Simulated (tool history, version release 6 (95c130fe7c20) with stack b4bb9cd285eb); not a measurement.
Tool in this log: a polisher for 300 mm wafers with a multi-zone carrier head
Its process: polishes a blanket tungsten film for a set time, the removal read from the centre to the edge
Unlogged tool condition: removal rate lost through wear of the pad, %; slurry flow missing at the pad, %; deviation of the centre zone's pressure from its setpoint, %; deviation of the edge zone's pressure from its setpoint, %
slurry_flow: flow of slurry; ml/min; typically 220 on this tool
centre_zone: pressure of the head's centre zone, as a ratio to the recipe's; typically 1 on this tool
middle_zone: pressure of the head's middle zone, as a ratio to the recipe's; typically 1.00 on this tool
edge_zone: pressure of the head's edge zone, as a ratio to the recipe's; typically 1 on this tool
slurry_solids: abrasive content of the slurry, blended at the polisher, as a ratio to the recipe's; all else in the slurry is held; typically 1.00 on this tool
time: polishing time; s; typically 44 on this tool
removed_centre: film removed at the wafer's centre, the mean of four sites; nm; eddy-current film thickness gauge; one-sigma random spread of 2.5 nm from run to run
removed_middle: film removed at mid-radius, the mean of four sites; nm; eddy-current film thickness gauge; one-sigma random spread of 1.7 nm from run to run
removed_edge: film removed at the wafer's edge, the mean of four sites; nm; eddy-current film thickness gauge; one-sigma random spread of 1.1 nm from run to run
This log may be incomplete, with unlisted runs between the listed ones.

run,day,slurry_flow,centre_zone,middle_zone,edge_zone,slurry_solids,time,wafers since the last listed run,wafers polished on this pad,hours since the slurry nozzle was cleaned,hours since the centre zone pressure was calibrated,hours since the edge zone pressure was calibrated,hours since the carrier head's membrane was replaced,"incoming thickness of the incoming film, nm",removed_centre,removed_middle,removed_edge
1,0.000,245,1,1.00,1,1.00,44,0,872,94.9,353.6,578.6,1107.0,1002.1,180.3,193.0,191.8
2,1.546,220,1,1.00,1,1.00,44,251,1123,132.0,390.7,615.7,1144.1,991.7,177.1,188.7,188.6
# day 3.762: worn pad replaced by a new one
3,4.121,220,1,1.00,1,1.00,44,391,58,193.8,452.5,677.5,1205.9,1009.5,173.9,188.3,189.4
4,5.675,220,1,0.91,1,0.85,44,252,310,231.1,489.8,714.8,1243.2,1005.1,164.4,162.9,176.3
# day 6.254: slurry nozzle cleaned
5,8.112,220,1,1.00,1,1.00,44,389,700,44.6,548.3,773.3,1301.7,1000.2,176.4,191.9,191.1
# day 9.112: centre zone pressure recalibrated
6,10.446,220,1,1.00,1,1.00,44,365,1065,100.6,32.0,829.3,1357.7,1002.8,186.2,189.5,190.5
7,13.217,165,1,1.00,1,1.00,44,450,1516,167.1,98.5,895.8,1424.2,1021.8,174.7,183.0,184.3
# day 14.738: worn pad replaced by a new one
8,14.975,220,1,1.00,1,1.00,53,258,38,209.3,140.7,938.0,1466.4,1004.8,216.4,230.1,230.0
# day 15.396: slurry nozzle cleaned
9,16.100,220,1,1.00,1,1.00,44,176,214,16.9,167.7,965.0,1493.4,1006.8,180.2,187.3,187.3
10,17.275,220,1,1.00,1,1.00,44,190,405,45.1,195.9,993.2,1521.6,998.9,175.5,192.2,188.4
11,19.000,275,1,1.00,1,1.00,55,280,686,86.5,237.3,1034.6,1563.0,1008.8,228.8,243.2,240.4
12,20.238,275,1,1.00,1,1.00,44,201,887,116.2,267.0,1064.3,1592.7,1013.1,182.0,195.2,193.1

Run 13 has not been measured yet. What should we expect?
13,22.188,220,1,1.00,1,1.20,54,316,1204,163.0,313.8,1111.1,1639.5,983.7,?,?,?

removed_centre: 230.3 nm
removed_middle: 246.2 nm
removed_edge: 249.0 nm
Were there no unlogged condition in the tool, this run, its random variation unchanged, would have produced removed_centre 251.9 nm, removed_middle 246.1 nm, removed_edge 249.0 nm.
